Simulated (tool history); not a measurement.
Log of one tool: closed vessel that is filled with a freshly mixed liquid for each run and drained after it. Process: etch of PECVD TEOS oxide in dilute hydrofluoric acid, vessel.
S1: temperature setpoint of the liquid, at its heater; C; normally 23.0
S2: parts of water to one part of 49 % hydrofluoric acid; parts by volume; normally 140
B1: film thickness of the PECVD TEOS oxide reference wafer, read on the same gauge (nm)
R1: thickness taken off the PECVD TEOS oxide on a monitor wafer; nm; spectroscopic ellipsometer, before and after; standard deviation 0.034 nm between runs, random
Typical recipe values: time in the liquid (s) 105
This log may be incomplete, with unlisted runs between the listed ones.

run 1 day=0.000 | S1=23.0 S2=120 time_in_the_liquid_(s)=80 | B1=130.02 | R1=7.66
run 2 day=0.671 | S1=23.0 S2=120 time_in_the_liquid_(s)=80 | B1=129.96 | R1=7.64
run 3 day=1.192 | S1=23.0 S2=120 time_in_the_liquid_(s)=80 | B1=130.00 | R1=7.64
run 4 day=1.804 | S1=20.0 S2=140 time_in_the_liquid_(s)=105 | B1=129.99 | R1=7.44
run 5 day=2.500 | S1=23.0 S2=115 time_in_the_liquid_(s)=105 | B1=130.05 | R1=10.41
run 6 day=3.092 | S1=23.0 S2=115 time_in_the_liquid_(s)=105 | B1=129.97 | R1=10.43
run 7 day=3.808 | S1=27.0 S2=100 time_in_the_liquid_(s)=105 | B1=130.00 | R1=14.27
run 8 day=4.171 | S1=23.0 S2=165 time_in_the_liquid_(s)=105 | B1=130.00 | R1=6.79
run 9 day=4.479 | S1=23.0 S2=165 time_in_the_liquid_(s)=105 | B1=129.99 | R1=6.82
-- day=5.421 hydrofluoric acid flow meter replaced
-- day=6.158 gauge calibrated
run 10 day=6.183 | S1=25.5 S2=190 time_in_the_liquid_(s)=125 | B1=129.96 | R1=6.94
run 11 day=6.488 | S1=23.0 S2=140 time_in_the_liquid_(s)=125 | B1=130.00 | R1=9.14
-- day=6.688 thermometer replaced
run 12 day=6.825 | S1=23.0 S2=140 time_in_the_liquid_(s)=105 | B1=130.04 | R1=7.69
-- day=7.175 hydrofluoric acid flow meter replaced, repeated, since the last time left the tool worse
run 13 day=7.292 | S1=28.0 S2=140 time_in_the_liquid_(s)=105 | B1=129.97 | R1=11.21
run 14 day=7.579 | S1=21.0 S2=140 time_in_the_liquid_(s)=160 | B1=130.02 | R1=13.13
run 15 day=8.312 | S1=21.0 S2=80 time_in_the_liquid_(s)=155 | B1=129.98 | R1=23.62
run 16 day=8.950 | S1=23.0 S2=140 time_in_the_liquid_(s)=105 | B1=130.00 | R1=9.23
run 17 day=9.225 | S1=26.5 S2=90 time_in_the_liquid_(s)=55 | B1=129.99 | R1=9.19
run 18 day=9.700 | S1=19.5 S2=165 time_in_the_liquid_(s)=140 | B1=129.97 | R1=8.83

Forecast each of these 3 alternatives for the next run:
run A day=9.729 | S1=23.0 S2=140 time_in_the_liquid_(s)=105 | B1=? | R1=?
run B day=9.729 | S1=24.5 S2=115 time_in_the_liquid_(s)=80 | B1=? | R1=?
run C day=9.729 | S1=23.0 S2=175 time_in_the_liquid_(s)=105 | B1=? | R1=?

run=A B1=129.99 R1=9.16
run=B B1=129.99 R1=9.27
run=C B1=129.99 R1=7.04
The same runs, with their run-to-run variation unchanged, on a tool lacking any hidden condition would have given:
run=A R1=9.32
run=B R1=9.43
run=C R1=7.17
